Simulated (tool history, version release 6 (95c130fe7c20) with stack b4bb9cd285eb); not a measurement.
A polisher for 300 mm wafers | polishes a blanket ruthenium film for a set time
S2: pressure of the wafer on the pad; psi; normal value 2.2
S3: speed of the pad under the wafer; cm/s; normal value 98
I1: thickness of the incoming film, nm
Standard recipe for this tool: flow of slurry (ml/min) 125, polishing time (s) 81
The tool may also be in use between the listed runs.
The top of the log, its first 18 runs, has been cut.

-- day=9.196 worn pad replaced by a new one
run 19 day=9.217 | flow_of_slurry_(ml/min)=125 S2=2.2 S3=98 polishing_time_(s)=81 | I1=306.5 | film_removed_(nm)=74.9
-- day=9.296 slurry nozzle cleaned
run 20 day=9.567 | flow_of_slurry_(ml/min)=140 S2=2.2 S3=132 polishing_time_(s)=57 | I1=313.7 | film_removed_(nm)=82.5
run 21 day=10.221 | flow_of_slurry_(ml/min)=125 S2=2.2 S3=98 polishing_time_(s)=81 | I1=304.3 | film_removed_(nm)=89.5
run 22 day=10.675 | flow_of_slurry_(ml/min)=125 S2=2.4 S3=98 polishing_time_(s)=68 | I1=313.0 | film_removed_(nm)=80.7
run 23 day=10.938 | flow_of_slurry_(ml/min)=125 S2=1.7 S3=98 polishing_time_(s)=81 | I1=306.0 | film_removed_(nm)=67.6
run 24 day=11.621 | flow_of_slurry_(ml/min)=105 S2=1.7 S3=122 polishing_time_(s)=107 | I1=309.9 | film_removed_(nm)=101.4
run 25 day=11.925 | flow_of_slurry_(ml/min)=125 S2=2.2 S3=98 polishing_time_(s)=106 | I1=312.0 | film_removed_(nm)=113.6
run 26 day=12.254 | flow_of_slurry_(ml/min)=125 S2=2.2 S3=74 polishing_time_(s)=97 | I1=308.9 | film_removed_(nm)=83.0
run 27 day=12.729 | flow_of_slurry_(ml/min)=125 S2=2.2 S3=98 polishing_time_(s)=81 | I1=313.3 | film_removed_(nm)=86.0
run 28 day=13.150 | flow_of_slurry_(ml/min)=125 S2=2.2 S3=98 polishing_time_(s)=81 | I1=311.6 | film_removed_(nm)=84.9
run 29 day=13.900 | flow_of_slurry_(ml/min)=125 S2=2.2 S3=74 polishing_time_(s)=97 | I1=306.4 | film_removed_(nm)=82.0
run 30 day=14.538 | flow_of_slurry_(ml/min)=105 S2=2.7 S3=116 polishing_time_(s)=81 | I1=305.7 | film_removed_(nm)=114.7
run 31 day=15.183 | flow_of_slurry_(ml/min)=125 S2=2.2 S3=98 polishing_time_(s)=81 | I1=304.9 | film_removed_(nm)=83.9

What if the next run were any one of these 3? Each begins from the tool's condition after run 31:
run A day=15.200 | flow_of_slurry_(ml/min)=125 S2=3.0 S3=98 polishing_time_(s)=81 | I1=306.1 | film_removed_(nm)=?
run B day=15.200 | flow_of_slurry_(ml/min)=135 S2=2.7 S3=118 polishing_time_(s)=81 | I1=306.1 | film_removed_(nm)=?
run C day=15.200 | flow_of_slurry_(ml/min)=110 S2=2.4 S3=128 polishing_time_(s)=81 | I1=306.1 | film_removed_(nm)=?

run=A film_removed_(nm)=113.7
run=B film_removed_(nm)=122.1
run=C film_removed_(nm)=109.6
Without the tool's hidden state the same runs would have given:
run=A film_removed_(nm)=120.8
run=B film_removed_(nm)=129.2
run=C film_removed_(nm)=117.5
